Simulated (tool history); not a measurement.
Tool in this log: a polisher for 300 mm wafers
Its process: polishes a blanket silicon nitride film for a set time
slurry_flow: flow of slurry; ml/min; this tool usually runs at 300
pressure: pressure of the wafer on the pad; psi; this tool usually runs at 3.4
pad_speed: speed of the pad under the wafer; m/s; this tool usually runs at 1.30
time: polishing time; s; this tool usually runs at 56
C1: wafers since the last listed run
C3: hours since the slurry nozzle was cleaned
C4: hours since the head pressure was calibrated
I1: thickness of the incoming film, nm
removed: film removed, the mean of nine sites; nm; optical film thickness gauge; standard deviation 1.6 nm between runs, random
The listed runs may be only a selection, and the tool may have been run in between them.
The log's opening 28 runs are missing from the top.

{"run": 29, "day": 13.546, "slurry_flow": 300, "pressure": 3.9, "pad_speed": 1.3, "time": 56, "C1": 107, "wafers polished on this pad": 711, "C3": 84.7, "C4": 229.1, "I1": 381.0, "removed": 123.4}
{"run": 30, "day": 14.112, "slurry_flow": 300, "pressure": 3.4, "pad_speed": 0.88, "time": 56, "C1": 99, "wafers polished on this pad": 810, "C3": 98.3, "C4": 242.7, "I1": 381.0, "removed": 85.3}
{"day": 14.838, "done": "worn pad replaced by a new one"}
{"run": 31, "day": 14.858, "slurry_flow": 300, "pressure": 3.4, "pad_speed": 1.3, "time": 56, "C1": 101, "wafers polished on this pad": 3, "C3": 116.2, "C4": 260.6, "I1": 381.0, "removed": 117.8}
{"run": 32, "day": 15.425, "slurry_flow": 300, "pressure": 3.4, "pad_speed": 1.3, "time": 56, "C1": 99, "wafers polished on this pad": 103, "C3": 129.8, "C4": 274.2, "I1": 378.8, "removed": 115.0}
{"run": 33, "day": 16.112, "slurry_flow": 300, "pressure": 4.2, "pad_speed": 1.3, "time": 56, "C1": 120, "wafers polished on this pad": 224, "C3": 146.3, "C4": 290.7, "I1": 386.6, "removed": 136.3}
{"run": 34, "day": 16.562, "slurry_flow": 300, "pressure": 3.4, "pad_speed": 1.3, "time": 56, "C1": 79, "wafers polished on this pad": 303, "C3": 157.1, "C4": 301.5, "I1": 379.1, "removed": 111.3}
{"run": 35, "day": 17.221, "slurry_flow": 300, "pressure": 3.4, "pad_speed": 1.3, "time": 56, "C1": 115, "wafers polished on this pad": 419, "C3": 172.9, "C4": 317.3, "I1": 379.0, "removed": 109.4}
{"run": 36, "day": 18.154, "slurry_flow": 300, "pressure": 3.4, "pad_speed": 0.98, "time": 64, "C1": 164, "wafers polished on this pad": 583, "C3": 195.3, "C4": 339.7, "I1": 382.2, "removed": 103.3}
{"run": 37, "day": 18.633, "slurry_flow": 300, "pressure": 3.4, "pad_speed": 0.94, "time": 56, "C1": 84, "wafers polished on this pad": 667, "C3": 206.8, "C4": 351.2, "I1": 379.8, "removed": 88.6}

Each row is a separate what-if for the run after 37, all from the same tool condition, not one after another. Results?
{"run": "A", "day": 18.65, "slurry_flow": 330, "pressure": 3.4, "pad_speed": 1.3, "time": 56, "C1": 2, "wafers polished on this pad": 670, "C3": 207.2, "C4": 351.6, "I1": 378.1, "removed": "?"}
{"run": "B", "day": 18.65, "slurry_flow": 300, "pressure": 4.3, "pad_speed": 1.14, "time": 56, "C1": 2, "wafers polished on this pad": 670, "C3": 207.2, "C4": 351.6, "I1": 378.1, "removed": "?"}
{"run": "C", "day": 18.65, "slurry_flow": 300, "pressure": 3.4, "pad_speed": 1.66, "time": 46, "C1": 2, "wafers polished on this pad": 670, "C3": 207.2, "C4": 351.6, "I1": 378.1, "removed": "?"}
{"run": "D", "day": 18.65, "slurry_flow": 300, "pressure": 4.1, "pad_speed": 1.3, "time": 48, "C1": 2, "wafers polished on this pad": 670, "C3": 207.2, "C4": 351.6, "I1": 378.1, "removed": "?"}

run=A removed=109.8
run=B removed=125.8
run=C removed=104.7
run=D removed=111.7
Without the tool's hidden state the same runs would have given:
run=A removed=119.6
run=B removed=137.1
run=C removed=114.0
run=D removed=121.6
